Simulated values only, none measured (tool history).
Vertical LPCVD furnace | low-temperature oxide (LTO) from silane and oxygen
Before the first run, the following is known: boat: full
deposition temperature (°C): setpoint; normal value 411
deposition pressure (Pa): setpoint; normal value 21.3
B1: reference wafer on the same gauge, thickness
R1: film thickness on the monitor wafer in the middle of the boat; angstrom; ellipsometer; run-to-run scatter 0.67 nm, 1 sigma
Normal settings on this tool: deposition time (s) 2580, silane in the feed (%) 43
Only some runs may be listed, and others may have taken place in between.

{"run": 1, "day": 0.0, "deposition temperature (°C)": 411, "deposition pressure (Pa)": 21.3, "deposition time (s)": 2580, "silane in the feed (%)": 43, "B1": 452.11, "R1": 4245.9}
{"run": 2, "day": 0.683, "deposition temperature (°C)": 415, "deposition pressure (Pa)": 21.3, "deposition time (s)": 2580, "silane in the feed (%)": 43, "B1": 451.76, "R1": 4410.8}
{"day": 1.962, "done": "gauge calibrated"}
{"day": 2.188, "done": "silane flow controller replaced"}
{"run": 3, "day": 2.208, "deposition temperature (°C)": 411, "deposition pressure (Pa)": 21.3, "deposition time (s)": 2580, "silane in the feed (%)": 43, "B1": 452.23, "R1": 4236.6}
{"run": 4, "day": 2.404, "deposition temperature (°C)": 411, "deposition pressure (Pa)": 21.3, "deposition time (s)": 2580, "silane in the feed (%)": 43, "B1": 451.79, "R1": 4247.5}
{"run": 5, "day": 2.6, "deposition temperature (°C)": 411, "deposition pressure (Pa)": 21.3, "deposition time (s)": 2580, "silane in the feed (%)": 43, "B1": 452.02, "R1": 4235.0}
{"run": 6, "day": 2.796, "deposition temperature (°C)": 411, "deposition pressure (Pa)": 21.3, "deposition time (s)": 2580, "silane in the feed (%)": 43, "B1": 451.97, "R1": 4244.4}
{"run": 7, "day": 3.025, "deposition temperature (°C)": 411, "deposition pressure (Pa)": 21.3, "deposition time (s)": 2580, "silane in the feed (%)": 43, "B1": 452.04, "R1": 4251.2}
{"run": 8, "day": 3.708, "deposition temperature (°C)": 411, "deposition pressure (Pa)": 21.3, "deposition time (s)": 2580, "silane in the feed (%)": 43, "B1": 452.2, "R1": 4245.9}
{"run": 9, "day": 5.204, "deposition temperature (°C)": 411, "deposition pressure (Pa)": 21.3, "deposition time (s)": 2580, "silane in the feed (%)": 43, "B1": 452.06, "R1": 4233.8}
{"run": 10, "day": 5.571, "deposition temperature (°C)": 411, "deposition pressure (Pa)": 21.3, "deposition time (s)": 2580, "silane in the feed (%)": 43, "B1": 452.11, "R1": 4244.7}
{"run": 11, "day": 6.354, "deposition temperature (°C)": 402, "deposition pressure (Pa)": 24.0, "deposition time (s)": 2130, "silane in the feed (%)": 40, "B1": 452.26, "R1": 3308.8}
{"run": 12, "day": 7.017, "deposition temperature (°C)": 418, "deposition pressure (Pa)": 24.7, "deposition time (s)": 2580, "silane in the feed (%)": 43, "B1": 451.99, "R1": 5260.4}
{"run": 13, "day": 7.762, "deposition temperature (°C)": 411, "deposition pressure (Pa)": 16.0, "deposition time (s)": 2580, "silane in the feed (%)": 50, "B1": 451.93, "R1": 3652.2}
{"run": 14, "day": 8.579, "deposition temperature (°C)": 411, "deposition pressure (Pa)": 21.3, "deposition time (s)": 2310, "silane in the feed (%)": 38, "B1": 451.88, "R1": 3304.3}
{"run": 15, "day": 9.329, "deposition temperature (°C)": 411, "deposition pressure (Pa)": 18.7, "deposition time (s)": 2580, "silane in the feed (%)": 43, "B1": 452.32, "R1": 3697.6}
{"day": 11.008, "done": "thermocouples replaced and temperature profile calibrated"}
{"run": 16, "day": 11.029, "deposition temperature (°C)": 419, "deposition pressure (Pa)": 21.3, "deposition time (s)": 2280, "silane in the feed (%)": 39, "B1": 452.0, "R1": 3502.9}
{"run": 17, "day": 11.225, "deposition temperature (°C)": 421, "deposition pressure (Pa)": 21.3, "deposition time (s)": 2580, "silane in the feed (%)": 43, "B1": 451.99, "R1": 4494.3}

What will run 18 give?
{"run": 18, "day": 11.421, "deposition temperature (°C)": 411, "deposition pressure (Pa)": 21.3, "deposition time (s)": 2580, "silane in the feed (%)": 43, "B1": "?", "R1": "?"}

Run 18 produced B1 452.01, R1 4056.8 angstrom.
If the tool had no hidden condition, the same run with the same run-to-run variation would have returned R1 4047.5 angstrom.

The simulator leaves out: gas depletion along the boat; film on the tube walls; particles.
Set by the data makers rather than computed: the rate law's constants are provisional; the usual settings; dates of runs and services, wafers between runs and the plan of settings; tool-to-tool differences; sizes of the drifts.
